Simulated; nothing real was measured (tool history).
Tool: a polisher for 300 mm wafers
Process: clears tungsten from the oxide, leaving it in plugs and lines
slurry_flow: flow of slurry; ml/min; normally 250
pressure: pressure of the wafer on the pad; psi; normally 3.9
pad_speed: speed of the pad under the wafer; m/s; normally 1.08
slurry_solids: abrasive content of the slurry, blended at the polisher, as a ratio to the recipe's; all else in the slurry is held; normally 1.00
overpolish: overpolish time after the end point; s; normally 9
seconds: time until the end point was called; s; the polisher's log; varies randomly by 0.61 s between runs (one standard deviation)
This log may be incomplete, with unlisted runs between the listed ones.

run	hour	slurry_flow	pressure	pad_speed	slurry_solids	overpolish	wafers since the last listed run	wafers polished on this pad	hours since the slurry nozzle was cleaned	hours since the head pressure was calibrated	hours since the slurry blender was calibrated	hours since the slurry got fresh peroxide	incoming thickness of the incoming film, nm	seconds
1	0.0	295	4.7	1.08	1.00	9	0	1395	190.4	309.2	90.9	122.0	270.7	35.6
# hour 0.4: head pressure recalibrated
2	50.1	250	3.9	0.80	1.00	9	419	1815	240.5	49.7	141.0	172.1	268.7	57.1
3	136.8	250	3.9	1.08	1.00	9	730	2546	327.2	136.4	227.7	258.8	274.4	45.1
# hour 169.5: worn pad replaced by a new one
# hour 192.7: slurry tank refilled with fresh slurry and peroxide
4	230.2	250	3.9	1.08	1.00	9	745	503	420.6	229.8	321.1	37.5	270.2	43.4
# hour 239.4: slurry blender recalibrated
5	292.4	250	3.9	1.08	1.00	9	507	1011	482.8	292.0	53.0	99.7	268.3	43.1
# hour 321.8: head pressure recalibrated
6	355.0	250	3.4	1.08	1.00	9	510	1521	545.4	33.2	115.6	162.3	273.1	51.1
7	415.1	305	3.9	1.08	1.00	7	506	2028	605.5	93.3	175.7	222.4	266.9	43.1
# hour 490.9: slurry tank refilled with fresh slurry and peroxide
8	491.7	300	3.9	1.08	1.00	9	637	2666	682.1	169.9	252.3	0.8	272.1	43.7
# hour 518.1: worn pad replaced by a new one
9	530.9	250	3.9	1.08	1.00	9	296	108	721.3	209.1	291.5	40.0	270.0	45.3
# hour 547.8: slurry blender recalibrated
# hour 553.6: slurry nozzle cleaned
# hour 623.3: head pressure recalibrated
10	726.0	250	3.9	1.08	1.00	9	1602	1710	172.4	102.7	178.2	235.1	273.4	44.0
11	784.0	250	3.9	1.08	1.00	9	488	2199	230.4	160.7	236.2	293.1	270.2	43.7
12	827.7	250	3.9	0.72	0.75	9	368	2568	274.1	204.4	279.9	336.8	272.4	73.0
# hour 839.6: slurry tank refilled with fresh slurry and peroxide
# hour 857.0: worn pad replaced by a new one
# hour 890.7: slurry blender recalibrated
13	903.7	250	3.9	1.08	1.00	9	581	376	350.1	280.4	13.0	64.1	272.0	44.3
14	981.1	285	3.9	1.32	1.00	13	652	1028	427.5	357.8	90.4	141.5	273.8	36.8
# hour 994.5: head pressure recalibrated
15	1085.5	250	3.9	1.08	1.00	9	863	1892	531.9	91.0	194.8	245.9	272.6	45.0
# hour 1131.0: slurry tank refilled with fresh slurry and peroxide
16	1154.6	250	3.9	0.90	1.00	9	574	2466	601.0	160.1	263.9	23.6	270.5	52.0
# hour 1176.2: slurry blender recalibrated
# hour 1186.0: worn pad replaced by a new one
17	1223.6	250	3.2	0.96	1.00	9	531	316	670.0	229.1	47.4	92.6	266.0	58.6
18	1315.2	250	3.9	1.08	1.00	9	772	1089	761.6	320.7	139.0	184.2	271.9	44.4
# hour 1322.1: slurry nozzle cleaned
# hour 1337.9: head pressure recalibrated
19	1395.7	340	4.3	1.08	1.00	8	653	1742	73.6	57.8	219.5	264.7	271.0	39.8
# hour 1465.0: slurry blender recalibrated
# hour 1477.3: worn pad replaced by a new one
20	1496.1	165	3.9	1.08	0.90	9	795	158	174.0	158.2	31.1	365.1	271.6	47.2
# hour 1497.2: slurry tank refilled with fresh slurry and peroxide
21	1556.8	250	4.3	1.08	1.00	9	503	661	234.7	218.9	91.8	59.6	267.5	39.7
22	1605.3	190	3.9	1.08	1.00	6	408	1070	283.2	267.4	140.3	108.1	269.7	44.3

Predict each of these 4 candidate next runs independently; none follows another, all start after run 22:
A	1605.7	250	3.9	0.74	1.00	9	3	1074	283.6	267.8	140.7	108.5	266.4	?
B	1605.7	250	3.9	1.08	0.70	9	3	1074	283.6	267.8	140.7	108.5	266.4	?
C	1605.7	170	4.9	1.18	0.70	9	3	1074	283.6	267.8	140.7	108.5	266.4	?
D	1605.7	250	3.9	0.80	1.25	9	3	1074	283.6	267.8	140.7	108.5	266.4	?

run	seconds
A	62.4
B	50.1
C	37.6
D	54.0
Take away the tool's hidden state, keep each run's random variation, and the runs would have read:
run	seconds
A	62.4
B	50.1
C	37.6
D	54.0

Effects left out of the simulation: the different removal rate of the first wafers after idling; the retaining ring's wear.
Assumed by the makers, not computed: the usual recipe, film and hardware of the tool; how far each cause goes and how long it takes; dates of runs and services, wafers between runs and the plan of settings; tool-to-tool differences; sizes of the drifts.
